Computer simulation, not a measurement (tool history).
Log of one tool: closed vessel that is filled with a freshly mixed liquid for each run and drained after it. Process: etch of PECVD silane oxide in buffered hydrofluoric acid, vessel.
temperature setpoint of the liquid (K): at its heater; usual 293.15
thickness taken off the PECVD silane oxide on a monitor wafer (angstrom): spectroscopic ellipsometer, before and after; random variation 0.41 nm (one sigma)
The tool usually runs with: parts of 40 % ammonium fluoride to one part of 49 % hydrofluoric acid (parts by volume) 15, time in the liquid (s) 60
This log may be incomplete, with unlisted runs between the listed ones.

| run | day | temperature setpoint of the liquid (K) | parts of 40 % ammonium fluoride to one part of 49 % hydrofluoric acid (parts by volume) | time in the liquid (s) | wafers since the last listed run | hours since the thermometer was replaced | hours since the hydrofluoric acid flow meter was replaced | hours since the gauge calibration | read-back film thickness of the PECVD silane oxide reference wafer, read on the same gauge (nm) | thickness taken off the PECVD silane oxide on a monitor wafer (angstrom) |
|---|---|---|---|---|---|---|---|---|---|---|
| 1 | 0 | 293.15 | 15 | 60 | 0 | 1802.7 | 1581.2 | 933.7 | 132.82 | 735.7 |
| 2 | 4.483 | 293.15 | 13.5 | 60 | 7829 | 1910.3 | 1688.8 | 1041.3 | 133.12 | 814.4 |
| 3 | 7.254 | 293.15 | 13.5 | 60 | 4838 | 1976.8 | 1755.3 | 1107.8 | 133.33 | 821.9 |
| 4 | 9.271 | 293.15 | 13.5 | 60 | 3521 | 2025.2 | 1803.7 | 1156.2 | 133.46 | 822.9 |
| 5 | 13.667 | 293.15 | 15 | 60 | 7676 | 2130.7 | 1909.2 | 1261.7 | 133.79 | 731.5 |
| 6 | 17.583 | 293.15 | 15 | 60 | 6839 | 2224.7 | 2003.2 | 1355.7 | 134.08 | 739.8 |
|  | 19.925 | hydrofluoric acid flow meter replaced |
| 7 | 22.021 | 293.15 | 15 | 60 | 7676 | 2331.2 | 50.3 | 1462.2 | 134.38 | 746.1 |
| 8 | 24.804 | 293.15 | 15 | 60 | 4860 | 2398 | 117.1 | 1529 | 134.6 | 752.3 |
|  | 25.708 | thermometer replaced |
| 9 | 28.733 | 293.15 | 15 | 60 | 6788 | 72.6 | 211.4 | 1623.3 | 134.84 | 746.7 |
|  | 30.271 | gauge calibrated |
| 10 | 33.217 | 293.15 | 15 | 60 | 7829 | 180.2 | 319 | 70.7 | 130.58 | 723.8 |
| 11 | 34.967 | 295.65 | 18 | 35 | 3056 | 222.2 | 361 | 112.7 | 130.71 | 409.6 |
| 12 | 38.338 | 291.15 | 9.5 | 95 | 5886 | 303.1 | 441.9 | 193.6 | 130.95 | 1578 |
| 13 | 41.642 | 293.15 | 9 | 60 | 5770 | 382.4 | 521.2 | 272.9 | 131.19 | 1155.2 |
| 14 | 43.517 | 298.15 | 17 | 50 | 3274 | 427.4 | 566.2 | 317.9 | 131.32 | 706.7 |
| 15 | 46.583 | 293.15 | 15 | 60 | 5355 | 501 | 639.8 | 391.5 | 131.55 | 730.9 |
| 16 | 49.025 | 293.15 | 15 | 85 | 4263 | 559.6 | 698.4 | 450.1 | 131.71 | 1048.3 |
| 17 | 54.496 | 293.15 | 15 | 85 | 9553 | 690.9 | 829.7 | 581.4 | 132.12 | 1029.1 |
| 18 | 56.417 | 291.65 | 13 | 60 | 3354 | 737 | 875.8 | 627.5 | 132.25 | 773.4 |
| 19 | 58.533 | 290.15 | 9.5 | 60 | 3696 | 787.8 | 926.6 | 678.3 | 132.4 | 949.1 |

Per-run results on a tool with no hidden state, each run keeping its own random variation:
The tool's hidden condition here consists of: liquid colder than its thermometer reads (K); hydrofluoric acid flow below the setpoint (%); gauge reads high (%).
| run | thickness taken off the PECVD silane oxide on a monitor wafer (angstrom) |
|---|---|
| 1 | 720 |
| 2 | 795.2 |
| 3 | 801.4 |
| 4 | 801.5 |
| 5 | 710.7 |
| 6 | 717.3 |
| 7 | 721.7 |
| 8 | 726.6 |
| 9 | 719.7 |
| 10 | 720.6 |
| 11 | 407.4 |
| 12 | 1566.6 |
| 13 | 1144.7 |
| 14 | 699.6 |
| 15 | 722.3 |
| 16 | 1034.7 |
| 17 | 1012.7 |
| 18 | 760.3 |
| 19 | 931.9 |
